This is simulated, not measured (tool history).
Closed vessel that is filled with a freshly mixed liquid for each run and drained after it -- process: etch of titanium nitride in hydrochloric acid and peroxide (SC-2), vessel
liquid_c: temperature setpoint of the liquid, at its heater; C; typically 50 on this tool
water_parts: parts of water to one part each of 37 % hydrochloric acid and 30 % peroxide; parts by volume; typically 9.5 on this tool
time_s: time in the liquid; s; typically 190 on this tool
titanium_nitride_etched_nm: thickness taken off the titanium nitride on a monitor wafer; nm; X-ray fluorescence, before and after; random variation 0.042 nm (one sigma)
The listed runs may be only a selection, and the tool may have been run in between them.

run,hour,liquid_c,water_parts,time_s,"read-back film thickness of the titanium nitride reference wafer, read on the same gauge (nm)",titanium_nitride_etched_nm
1,0,50,9.5,190,59.99,5.81
2,15.4,50,9.5,190,59.99,5.81
3,32.9,50,9.5,190,59.99,5.74
4,41.2,50,9.5,190,59.98,5.87
5,59,46.5,6.5,190,59.99,6.16
6,76.5,53.5,9.5,190,60.02,7.24
7,89.7,53.5,9.5,190,60.01,7.24
8,103.7,50,9.5,190,60.06,5.79
9,144,50,9.5,190,60.02,5.81
10,150.8,50,9.5,190,59.99,5.77
11,157.7,50,9.5,190,60.03,5.77
12,171.4,50,6,190,60.04,8.47
13,179.3,50,9.5,190,59.99,5.83
14,187.9,50,9.5,190,60.03,5.74
15,200.6,42.5,12,190,59.97,3.13
16,217.5,50,12,190,59.98,5.21
17,231.5,50,9.5,190,60.01,6.4
18,248.2,56,8,150,60,8.52
19,260.6,58,13.5,285,60,11.78
20,270.1,50,9.5,190,59.96,6.37
21,280,50,9.5,225,60,7.62
22,296.5,44,9.5,190,60.06,3.4
23,303.9,55.5,9.5,190,59.99,7.48
24,317,46.5,9.5,190,59.96,4.05
25,323.9,46,14.5,290,60,4.2
26,338.7,58,13.5,285,59.97,9.74
27,351.3,40.5,12,250,60.02,2.95
28,366.2,58,9.5,230,59.99,10.58
29,374.8,42.5,12,190,59.98,2.54
30,380.8,50,9.5,190,59.97,5.19

Missing from the log above: 5 entries noted between runs. For each, name the pair of listed runs it sits between and say how the tool's hidden condition differs from the listed run just before to the listed run just after:
Logged between run 5 and run 6: gauge calibrated (hour 61.3)
  liquid hotter than its thermometer reads (K): 1.7 -> 1.71
  difference, measured minus the result without the unlogged condition, titanium_nitride_etched_nm: +0.67 -> +0.76 nm
Logged between run 8 and run 9: chemicals flow meter replaced (hour 117.8)
  liquid hotter than its thermometer reads (K): 1.74 -> 1.77
  difference, measured minus the result without the unlogged condition, titanium_nitride_etched_nm: +0.63 -> +0.64 nm
Logged between run 14 and run 15: thermometer replaced (hour 193.3); new drum of peroxide connected (hour 195.6)
  liquid hotter than its thermometer reads (K): 1.81 -> 3.18
  difference, measured minus the result without the unlogged condition, titanium_nitride_etched_nm: +0.65 -> +0.62 nm
Logged between run 21 and run 22: thermometer replaced, repeated, since the last time left the tool worse (hour 282.1)
  liquid hotter than its thermometer reads (K): 3.25 -> 0.053
  difference, measured minus the result without the unlogged condition, titanium_nitride_etched_nm: +1.47 -> +0.01 nm
